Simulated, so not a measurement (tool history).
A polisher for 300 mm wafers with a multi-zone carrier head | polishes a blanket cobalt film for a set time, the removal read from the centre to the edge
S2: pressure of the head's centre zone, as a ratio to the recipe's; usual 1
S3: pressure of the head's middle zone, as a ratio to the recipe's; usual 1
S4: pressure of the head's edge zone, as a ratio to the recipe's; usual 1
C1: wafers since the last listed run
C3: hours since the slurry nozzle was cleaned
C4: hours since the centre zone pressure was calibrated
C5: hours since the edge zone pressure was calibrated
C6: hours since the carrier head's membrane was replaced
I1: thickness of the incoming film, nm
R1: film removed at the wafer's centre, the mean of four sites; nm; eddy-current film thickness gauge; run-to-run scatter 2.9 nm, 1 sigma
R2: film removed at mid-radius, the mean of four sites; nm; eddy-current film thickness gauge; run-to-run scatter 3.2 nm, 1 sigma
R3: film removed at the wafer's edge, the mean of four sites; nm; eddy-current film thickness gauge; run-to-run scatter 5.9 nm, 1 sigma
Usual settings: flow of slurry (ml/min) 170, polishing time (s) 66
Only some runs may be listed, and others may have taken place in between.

{"run": 1, "day": 0.0, "flow of slurry (ml/min)": 170, "S2": 1, "S3": 1, "S4": 1, "polishing time (s)": 66, "C1": 0, "wafers polished on this pad": 998, "C3": 79.5, "C4": 69, "C5": 111.6, "C6": 104.4, "I1": 1477.7, "R1": 422, "R2": 421.5, "R3": 422.7}
{"run": 2, "day": 0.475, "flow of slurry (ml/min)": 140, "S2": 1, "S3": 1, "S4": 1, "polishing time (s)": 89, "C1": 108, "wafers polished on this pad": 1106, "C3": 90.9, "C4": 80.4, "C5": 123, "C6": 115.8, "I1": 1540.8, "R1": 533.1, "R2": 541.8, "R3": 547.7}
{"day": 1.075, "done": "worn pad replaced by a new one"}
{"run": 3, "day": 1.217, "flow of slurry (ml/min)": 170, "S2": 1, "S3": 1, "S4": 1.07, "polishing time (s)": 66, "C1": 130, "wafers polished on this pad": 32, "C3": 108.7, "C4": 98.2, "C5": 140.8, "C6": 133.6, "I1": 1511.1, "R1": 421, "R2": 419.9, "R3": 431.8}
{"run": 4, "day": 1.9, "flow of slurry (ml/min)": 210, "S2": 1.07, "S3": 1, "S4": 1, "polishing time (s)": 58, "C1": 155, "wafers polished on this pad": 188, "C3": 125.1, "C4": 114.6, "C5": 157.2, "C6": 150, "I1": 1493.2, "R1": 413.3, "R2": 385.4, "R3": 380.3}
{"run": 5, "day": 2.354, "flow of slurry (ml/min)": 170, "S2": 1, "S3": 1, "S4": 1, "polishing time (s)": 66, "C1": 103, "wafers polished on this pad": 291, "C3": 136, "C4": 125.5, "C5": 168.1, "C6": 160.9, "I1": 1527.3, "R1": 410.4, "R2": 418, "R3": 433.9}
{"run": 6, "day": 2.675, "flow of slurry (ml/min)": 210, "S2": 1, "S3": 1, "S4": 1, "polishing time (s)": 66, "C1": 73, "wafers polished on this pad": 364, "C3": 143.7, "C4": 133.2, "C5": 175.8, "C6": 168.6, "I1": 1506.8, "R1": 432.4, "R2": 438, "R3": 438.9}
{"run": 7, "day": 3.096, "flow of slurry (ml/min)": 215, "S2": 1, "S3": 1, "S4": 1, "polishing time (s)": 81, "C1": 95, "wafers polished on this pad": 460, "C3": 153.8, "C4": 143.3, "C5": 185.9, "C6": 178.7, "I1": 1510.6, "R1": 536.3, "R2": 534.7, "R3": 529.7}
{"run": 8, "day": 3.608, "flow of slurry (ml/min)": 170, "S2": 1, "S3": 1.11, "S4": 1, "polishing time (s)": 89, "C1": 116, "wafers polished on this pad": 577, "C3": 166.1, "C4": 155.6, "C5": 198.2, "C6": 191, "I1": 1506.4, "R1": 560.3, "R2": 611.5, "R3": 565.5}
{"run": 9, "day": 4.254, "flow of slurry (ml/min)": 135, "S2": 0.91, "S3": 0.96, "S4": 0.93, "polishing time (s)": 66, "C1": 147, "wafers polished on this pad": 724, "C3": 181.6, "C4": 171.1, "C5": 213.7, "C6": 206.5, "I1": 1505.3, "R1": 349.6, "R2": 374.1, "R3": 391.8}
{"run": 10, "day": 4.742, "flow of slurry (ml/min)": 230, "S2": 1.03, "S3": 1, "S4": 1, "polishing time (s)": 59, "C1": 111, "wafers polished on this pad": 835, "C3": 193.3, "C4": 182.8, "C5": 225.4, "C6": 218.2, "I1": 1496.7, "R1": 406.9, "R2": 391.6, "R3": 382.1}
{"run": 11, "day": 5.421, "flow of slurry (ml/min)": 170, "S2": 0.97, "S3": 0.93, "S4": 0.94, "polishing time (s)": 66, "C1": 154, "wafers polished on this pad": 990, "C3": 209.6, "C4": 199.1, "C5": 241.7, "C6": 234.5, "I1": 1512.6, "R1": 399.8, "R2": 389.1, "R3": 407.9}
{"run": 12, "day": 5.75, "flow of slurry (ml/min)": 170, "S2": 1.09, "S3": 1, "S4": 1, "polishing time (s)": 66, "C1": 74, "wafers polished on this pad": 1065, "C3": 217.5, "C4": 207, "C5": 249.6, "C6": 242.4, "I1": 1515, "R1": 448.6, "R2": 411.8, "R3": 420.3}
{"run": 13, "day": 6.25, "flow of slurry (ml/min)": 170, "S2": 1.07, "S3": 1.09, "S4": 1, "polishing time (s)": 66, "C1": 113, "wafers polished on this pad": 1179, "C3": 229.5, "C4": 219, "C5": 261.6, "C6": 254.4, "I1": 1532.2, "R1": 440.9, "R2": 446.5, "R3": 406}
{"run": 14, "day": 6.825, "flow of slurry (ml/min)": 170, "S2": 1, "S3": 1, "S4": 1, "polishing time (s)": 56, "C1": 130, "wafers polished on this pad": 1310, "C3": 243.3, "C4": 232.8, "C5": 275.4, "C6": 268.2, "I1": 1510.8, "R1": 353.3, "R2": 350.9, "R3": 357}
{"run": 15, "day": 7.142, "flow of slurry (ml/min)": 170, "S2": 1, "S3": 1, "S4": 1, "polishing time (s)": 66, "C1": 72, "wafers polished on this pad": 1382, "C3": 250.9, "C4": 240.4, "C5": 283, "C6": 275.8, "I1": 1482.9, "R1": 412.9, "R2": 408.7, "R3": 425.9}
{"day": 8.021, "done": "worn pad replaced by a new one"}
{"day": 8.367, "done": "slurry nozzle cleaned"}
{"run": 16, "day": 8.808, "flow of slurry (ml/min)": 225, "S2": 1, "S3": 1, "S4": 1, "polishing time (s)": 66, "C1": 332, "wafers polished on this pad": 169, "C3": 10.6, "C4": 280.4, "C5": 323, "C6": 315.8, "I1": 1511.8, "R1": 458.2, "R2": 449.6, "R3": 434.3}
{"run": 17, "day": 9.979, "flow of slurry (ml/min)": 170, "S2": 1, "S3": 1.06, "S4": 1.04, "polishing time (s)": 66, "C1": 266, "wafers polished on this pad": 436, "C3": 38.7, "C4": 308.5, "C5": 351.1, "C6": 343.9, "I1": 1538.7, "R1": 428.1, "R2": 450.2, "R3": 443.3}
{"run": 18, "day": 10.371, "flow of slurry (ml/min)": 170, "S2": 1, "S3": 1, "S4": 0.89, "polishing time (s)": 66, "C1": 89, "wafers polished on this pad": 525, "C3": 48.1, "C4": 317.9, "C5": 360.5, "C6": 353.3, "I1": 1478.2, "R1": 421.3, "R2": 427.7, "R3": 401.6}
{"run": 19, "day": 11.071, "flow of slurry (ml/min)": 220, "S2": 1, "S3": 1, "S4": 1, "polishing time (s)": 66, "C1": 159, "wafers polished on this pad": 685, "C3": 64.9, "C4": 334.7, "C5": 377.3, "C6": 370.1, "I1": 1525, "R1": 443.7, "R2": 440.1, "R3": 439.2}
{"run": 20, "day": 11.408, "flow of slurry (ml/min)": 170, "S2": 1, "S3": 1, "S4": 1, "polishing time (s)": 66, "C1": 76, "wafers polished on this pad": 762, "C3": 73, "C4": 342.8, "C5": 385.4, "C6": 378.2, "I1": 1507.9, "R1": 419.1, "R2": 422.2, "R3": 421.4}
{"run": 21, "day": 11.779, "flow of slurry (ml/min)": 170, "S2": 1, "S3": 1, "S4": 1, "polishing time (s)": 66, "C1": 84, "wafers polished on this pad": 846, "C3": 81.9, "C4": 351.7, "C5": 394.3, "C6": 387.1, "I1": 1479.5, "R1": 414.6, "R2": 424.6, "R3": 422.3}
{"run": 22, "day": 12.242, "flow of slurry (ml/min)": 125, "S2": 1, "S3": 1, "S4": 1, "polishing time (s)": 66, "C1": 105, "wafers polished on this pad": 952, "C3": 93, "C4": 362.8, "C5": 405.4, "C6": 398.2, "I1": 1512.1, "R1": 384, "R2": 386.2, "R3": 392.9}

5 ways to go on from here, each from the tool as it stands after run 22. What would each give?
{"run": "A", "day": 12.258, "flow of slurry (ml/min)": 170, "S2": 1, "S3": 1, "S4": 1, "polishing time (s)": 66, "C1": 3, "wafers polished on this pad": 955, "C3": 93.4, "C4": 363.2, "C5": 405.8, "C6": 398.6, "I1": 1537.7, "R1": "?", "R2": "?", "R3": "?"}
{"run": "B", "day": 12.258, "flow of slurry (ml/min)": 170, "S2": 1, "S3": 1.04, "S4": 1, "polishing time (s)": 66, "C1": 3, "wafers polished on this pad": 955, "C3": 93.4, "C4": 363.2, "C5": 405.8, "C6": 398.6, "I1": 1537.7, "R1": "?", "R2": "?", "R3": "?"}
{"run": "C", "day": 12.258, "flow of slurry (ml/min)": 145, "S2": 0.92, "S3": 1, "S4": 0.93, "polishing time (s)": 66, "C1": 3, "wafers polished on this pad": 955, "C3": 93.4, "C4": 363.2, "C5": 405.8, "C6": 398.6, "I1": 1537.7, "R1": "?", "R2": "?", "R3": "?"}
{"run": "D", "day": 12.258, "flow of slurry (ml/min)": 215, "S2": 0.95, "S3": 1.06, "S4": 1, "polishing time (s)": 84, "C1": 3, "wafers polished on this pad": 955, "C3": 93.4, "C4": 363.2, "C5": 405.8, "C6": 398.6, "I1": 1537.7, "R1": "?", "R2": "?", "R3": "?"}
{"run": "E", "day": 12.258, "flow of slurry (ml/min)": 185, "S2": 1.05, "S3": 1, "S4": 1, "polishing time (s)": 66, "C1": 3, "wafers polished on this pad": 955, "C3": 93.4, "C4": 363.2, "C5": 405.8, "C6": 398.6, "I1": 1537.7, "R1": "?", "R2": "?", "R3": "?"}

run=A R1=425.2 R2=422.3 R3=416.1
run=B R1=425.3 R2=436.6 R3=415.9
run=C R1=374.9 R2=407.3 R3=391.8
run=D R1=540.6 R2=590.7 R3=546.4
run=E R1=455.4 R2=429.6 R3=421.3
Had the tool no hidden state, the same runs would have come out as:
run=A R1=445.3 R2=440 R3=428.6
run=B R1=445.4 R2=454.9 R3=428.3
run=C R1=395.9 R2=427.3 R3=405.2
run=D R1=560.6 R2=610.2 R3=559.7
run=E R1=475.1 R2=446.1 R3=433

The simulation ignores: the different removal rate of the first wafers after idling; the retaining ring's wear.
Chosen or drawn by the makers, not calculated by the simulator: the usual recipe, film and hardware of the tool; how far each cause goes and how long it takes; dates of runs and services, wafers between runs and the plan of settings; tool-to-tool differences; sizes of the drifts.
